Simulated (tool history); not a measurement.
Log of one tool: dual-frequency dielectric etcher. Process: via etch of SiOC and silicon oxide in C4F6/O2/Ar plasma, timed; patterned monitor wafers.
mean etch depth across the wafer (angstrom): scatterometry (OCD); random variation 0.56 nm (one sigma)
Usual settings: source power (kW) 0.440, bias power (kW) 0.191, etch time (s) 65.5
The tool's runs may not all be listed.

| run | hour | source power (kW) | bias power (kW) | etch time (s) | read-back reference wafer on the same gauge, depth_nm | mean etch depth across the wafer (angstrom) |
|---|---|---|---|---|---|---|
| 1 | 0.0 | 0.440 | 0.191 | 60.5 | 79.1 | 756 |
| 2 | 246.1 | 0.440 | 0.191 | 60.5 | 79.1 | 725 |
| 3 | 302.8 | 0.440 | 0.191 | 60.5 | 79.5 | 732 |
| 4 | 374.9 | 0.440 | 0.154 | 65.5 | 79.5 | 735 |
| 5 | 442.6 | 0.440 | 0.154 | 65.5 | 79.5 | 737 |
|  | 573.1 | wet clean of the chamber |
|  | 729.3 | upper electrode replaced |
| 6 | 734.6 | 0.440 | 0.154 | 65.5 | 79.3 | 748 |
| 7 | 808.5 | 0.440 | 0.191 | 65.5 | 79.2 | 785 |
| 8 | 894.1 | 0.440 | 0.191 | 65.5 | 79.5 | 793 |
| 9 | 979.0 | 0.440 | 0.191 | 65.5 | 79.3 | 786 |
|  | 996.5 | source power generator calibrated |
|  | 1035.5 | bias power generator calibrated |
|  | 1069.0 | wet clean of the chamber |
| 10 | 1081.7 | 0.440 | 0.191 | 65.5 | 79.1 | 812 |
| 11 | 1162.3 | 0.440 | 0.191 | 65.5 | 79.1 | 800 |
| 12 | 1211.3 | 0.440 | 0.191 | 59.5 | 79.3 | 724 |
| 13 | 1277.6 | 0.440 | 0.191 | 59.5 | 79.5 | 721 |
| 14 | 1344.3 | 0.440 | 0.191 | 58.5 | 79.2 | 702 |
|  | 1359.4 | gauge calibrated |
| 15 | 1412.5 | 0.510 | 0.171 | 47.0 | 79.3 | 587 |
| 16 | 1498.2 | 0.440 | 0.221 | 72.5 | 79.2 | 895 |
| 17 | 1552.8 | 0.440 | 0.191 | 60.5 | 79.2 | 714 |
|  | 1631.0 | wet clean of the chamber |
| 18 | 1631.5 | 0.490 | 0.223 | 65.5 | 79.5 | 902 |
| 19 | 1753.5 | 0.440 | 0.191 | 65.5 | 79.5 | 804 |
| 20 | 1817.9 | 0.540 | 0.191 | 48.5 | 79.3 | 655 |
| 21 | 1854.1 | 0.520 | 0.191 | 56.0 | 79.4 | 736 |
| 22 | 1960.4 | 0.440 | 0.191 | 70.5 | 79.5 | 838 |
| 23 | 2052.9 | 0.440 | 0.191 | 65.5 | 79.3 | 780 |
|  | 2108.1 | wet clean of the chamber |
| 24 | 2160.7 | 0.330 | 0.225 | 71.5 | 79.2 | 800 |
| 25 | 2212.5 | 0.440 | 0.191 | 50.0 | 79.3 | 617 |
| 26 | 2379.5 | 0.480 | 0.155 | 65.5 | 79.3 | 786 |
| 27 | 2424.1 | 0.440 | 0.167 | 55.5 | 79.2 | 639 |

3 ways to go on from here, each from the tool as it stands after run 27. What would each give?
| A | 2424.5 | 0.440 | 0.178 | 65.5 | ? | ? |
| B | 2424.5 | 0.400 | 0.177 | 75.5 | ? | ? |
| C | 2424.5 | 0.550 | 0.216 | 74.0 | ? | ? |

| run | read-back reference wafer on the same gauge, depth_nm | mean etch depth across the wafer (angstrom) |
|---|---|---|
| A | 79.2 | 775 |
| B | 79.2 | 851 |
| C | 79.2 | 1023 |
Without the tool's hidden state the same runs would have given:
| run | mean etch depth across the wafer (angstrom) |
|---|---|
| A | 801 |
| B | 880 |
| C | 1058 |

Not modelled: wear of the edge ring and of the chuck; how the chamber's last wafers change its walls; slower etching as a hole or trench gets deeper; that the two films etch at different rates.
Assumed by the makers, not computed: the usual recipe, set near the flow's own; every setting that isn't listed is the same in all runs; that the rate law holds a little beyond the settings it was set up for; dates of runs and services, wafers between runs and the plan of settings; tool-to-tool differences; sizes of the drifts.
